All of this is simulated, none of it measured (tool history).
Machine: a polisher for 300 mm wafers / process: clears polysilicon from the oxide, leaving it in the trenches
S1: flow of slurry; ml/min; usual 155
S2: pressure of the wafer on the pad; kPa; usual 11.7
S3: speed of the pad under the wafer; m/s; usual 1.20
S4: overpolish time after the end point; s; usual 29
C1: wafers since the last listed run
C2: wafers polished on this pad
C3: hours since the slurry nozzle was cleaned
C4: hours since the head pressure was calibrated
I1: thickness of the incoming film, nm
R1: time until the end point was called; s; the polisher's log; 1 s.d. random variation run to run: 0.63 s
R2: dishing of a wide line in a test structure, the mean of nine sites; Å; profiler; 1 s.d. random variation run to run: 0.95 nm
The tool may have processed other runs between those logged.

run 1 hour=0.0 | S1=155 S2=11.7 S3=1.20 S4=29 | C1=0 C2=167 C3=13.6 C4=632.9 | I1=467.5 | R1=46.9 R2=841
run 2 hour=20.4 | S1=155 S2=11.7 S3=1.20 S4=29 | C1=110 C2=278 C3=34.0 C4=653.3 | I1=456.3 | R1=46.6 R2=846
run 3 hour=40.5 | S1=155 S2=15.2 S3=1.20 S4=29 | C1=109 C2=387 C3=54.1 C4=673.4 | I1=454.5 | R1=35.6 R2=865
run 4 hour=57.0 | S1=155 S2=15.2 S3=1.20 S4=29 | C1=89 C2=477 C3=70.6 C4=689.9 | I1=456.2 | R1=36.7 R2=870
run 5 hour=72.5 | S1=155 S2=15.2 S3=1.20 S4=29 | C1=84 C2=561 C3=86.1 C4=705.4 | I1=461.5 | R1=36.4 R2=889
run 6 hour=105.6 | S1=155 S2=11.7 S3=1.20 S4=29 | C1=179 C2=741 C3=119.2 C4=738.5 | I1=456.0 | R1=47.6 R2=824
run 7 hour=127.0 | S1=155 S2=11.7 S3=1.20 S4=29 | C1=116 C2=857 C3=140.6 C4=759.9 | I1=457.2 | R1=49.8 R2=849
run 8 hour=139.5 | S1=165 S2=11.7 S3=1.20 S4=29 | C1=67 C2=925 C3=153.1 C4=772.4 | I1=459.6 | R1=49.1 R2=830
run 9 hour=156.9 | S1=165 S2=11.7 S3=1.20 S4=29 | C1=94 C2=1020 C3=170.5 C4=789.8 | I1=454.1 | R1=48.5 R2=830
run 10 hour=181.8 | S1=165 S2=11.7 S3=1.20 S4=29 | C1=135 C2=1155 C3=195.4 C4=814.7 | I1=451.5 | R1=49.8 R2=843
-- hour=195.5 worn pad replaced by a new one
run 11 hour=198.6 | S1=155 S2=11.7 S3=1.20 S4=29 | C1=69 C2=16 C3=212.2 C4=831.5 | I1=461.9 | R1=47.2 R2=834
run 12 hour=210.7 | S1=155 S2=11.7 S3=1.20 S4=29 | C1=65 C2=82 C3=224.3 C4=843.6 | I1=462.7 | R1=47.6 R2=856
-- hour=217.3 slurry nozzle cleaned
run 13 hour=227.6 | S1=155 S2=11.7 S3=1.20 S4=29 | C1=86 C2=168 C3=10.3 C4=860.5 | I1=452.9 | R1=46.5 R2=848
run 14 hour=256.3 | S1=195 S2=11.7 S3=1.46 S4=36 | C1=155 C2=324 C3=39.0 C4=889.2 | I1=462.8 | R1=37.9 R2=881
run 15 hour=291.0 | S1=125 S2=11.7 S3=1.00 S4=29 | C1=188 C2=513 C3=73.7 C4=923.9 | I1=464.4 | R1=60.1 R2=783
run 16 hour=319.0 | S1=195 S2=11.7 S3=1.20 S4=29 | C1=152 C2=665 C3=101.7 C4=951.9 | I1=465.8 | R1=47.4 R2=834
run 17 hour=348.3 | S1=155 S2=11.7 S3=0.98 S4=29 | C1=159 C2=824 C3=131.0 C4=981.2 | I1=452.1 | R1=58.8 R2=822
run 18 hour=366.9 | S1=175 S2=11.7 S3=1.20 S4=29 | C1=101 C2=925 C3=149.6 C4=999.8 | I1=457.1 | R1=49.4 R2=835
run 19 hour=398.9 | S1=140 S2=11.7 S3=1.20 S4=29 | C1=173 C2=1099 C3=181.6 C4=1031.8 | I1=457.3 | R1=50.5 R2=828
-- hour=412.7 worn pad replaced by a new one
run 20 hour=433.5 | S1=205 S2=11.7 S3=1.20 S4=29 | C1=166 C2=113 C3=216.2 C4=1066.4 | I1=455.3 | R1=45.7 R2=861
run 21 hour=452.4 | S1=155 S2=11.7 S3=1.20 S4=29 | C1=102 C2=215 C3=235.1 C4=1085.3 | I1=462.0 | R1=47.8 R2=851
-- hour=453.6 slurry nozzle cleaned
run 22 hour=527.7 | S1=185 S2=15.9 S3=0.86 S4=34 | C1=403 C2=619 C3=74.1 C4=1160.6 | I1=454.5 | R1=49.8 R2=865
run 23 hour=562.5 | S1=155 S2=9.0 S3=1.20 S4=29 | C1=189 C2=808 C3=108.9 C4=1195.4 | I1=464.5 | R1=67.2 R2=776
run 24 hour=595.8 | S1=185 S2=15.9 S3=0.86 S4=34 | C1=180 C2=989 C3=142.2 C4=1228.7 | I1=463.9 | R1=51.4 R2=855
run 25 hour=616.7 | S1=200 S2=14.5 S3=1.34 S4=45 | C1=113 C2=1102 C3=163.1 C4=1249.6 | I1=458.2 | R1=36.0 R2=874
run 26 hour=630.9 | S1=155 S2=11.7 S3=1.20 S4=13 | C1=77 C2=1179 C3=177.3 C4=1263.8 | I1=459.9 | R1=51.7 R2=621
run 27 hour=662.3 | S1=155 S2=11.7 S3=1.20 S4=29 | C1=170 C2=1350 C3=208.7 C4=1295.2 | I1=462.9 | R1=52.6 R2=829
-- hour=679.9 head pressure recalibrated
-- hour=686.9 worn pad replaced by a new one
-- hour=735.8 slurry nozzle cleaned
run 28 hour=749.3 | S1=130 S2=9.7 S3=0.92 S4=13 | C1=434 C2=333 C3=13.5 C4=69.4 | I1=462.5 | R1=75.6 R2=522
run 29 hour=769.9 | S1=170 S2=9.7 S3=1.54 S4=29 | C1=111 C2=445 C3=34.1 C4=90.0 | I1=459.7 | R1=42.5 R2=843
run 30 hour=801.2 | S1=125 S2=7.6 S3=1.38 S4=46 | C1=169 C2=615 C3=65.4 C4=121.3 | I1=460.0 | R1=66.2 R2=849
run 31 hour=836.8 | S1=155 S2=11.7 S3=1.20 S4=29 | C1=193 C2=808 C3=101.0 C4=156.9 | I1=465.1 | R1=47.7 R2=851
run 32 hour=867.7 | S1=205 S2=9.0 S3=1.20 S4=18 | C1=167 C2=976 C3=131.9 C4=187.8 | I1=456.9 | R1=60.1 R2=696
run 33 hour=885.9 | S1=155 S2=15.2 S3=1.20 S4=29 | C1=98 C2=1075 C3=150.1 C4=206.0 | I1=454.7 | R1=37.1 R2=856
run 34 hour=911.1 | S1=180 S2=14.5 S3=1.48 S4=42 | C1=136 C2=1212 C3=175.3 C4=231.2 | I1=456.1 | R1=30.1 R2=887
run 35 hour=936.9 | S1=140 S2=15.2 S3=1.20 S4=29 | C1=140 C2=1352 C3=201.1 C4=257.0 | I1=457.8 | R1=37.5 R2=853
run 36 hour=949.4 | S1=155 S2=13.8 S3=1.36 S4=29 | C1=67 C2=1420 C3=213.6 C4=269.5 | I1=463.6 | R1=37.6 R2=880

Some steps in R1, run to run, broken into two amounts with sign: the step expected even without the hidden condition (settings, incoming material, random variation), and the rest, left for the hidden condition together with whatever gauge scatter is not in both the measured and the hidden-condition-free result:
Unlogged tool condition in this case: removal rate lost through wear of the pad, %; slurry flow missing at the pad, %; deviation of the head's pressure from its setpoint, %.
Run 10 -> 11: S1 165 -> 155, worn pad replaced by a new one. R1 -2.6 s: hidden state -3.0, all else +0.4.
Run 19 -> 20: S1 140 -> 205, worn pad replaced by a new one. R1 -4.8 s: hidden state -2.5, all else -2.3.
Run 27 -> 28: S1 155 -> 130, S2 11.7 -> 9.7, S3 1.20 -> 0.92, S4 29 -> 13, head pressure recalibrated, worn pad replaced by a new one, slurry nozzle cleaned. R1 +23.0 s: hidden state -6.4, all else +29.4.
Run 28 -> 29: S1 130 -> 170, S3 0.92 -> 1.54, S4 13 -> 29. R1 -33.1 s: hidden state -0.3, all else -32.8.
Run 29 -> 30: S1 170 -> 125, S2 9.7 -> 7.6, S3 1.54 -> 1.38, S4 29 -> 46. R1 +23.7 s: hidden state +1.4, all else +22.3.
Run 32 -> 33: S1 205 -> 155, S2 9.0 -> 15.2, S4 18 -> 29. R1 -23.0 s: hidden state -1.1, all else -21.9.
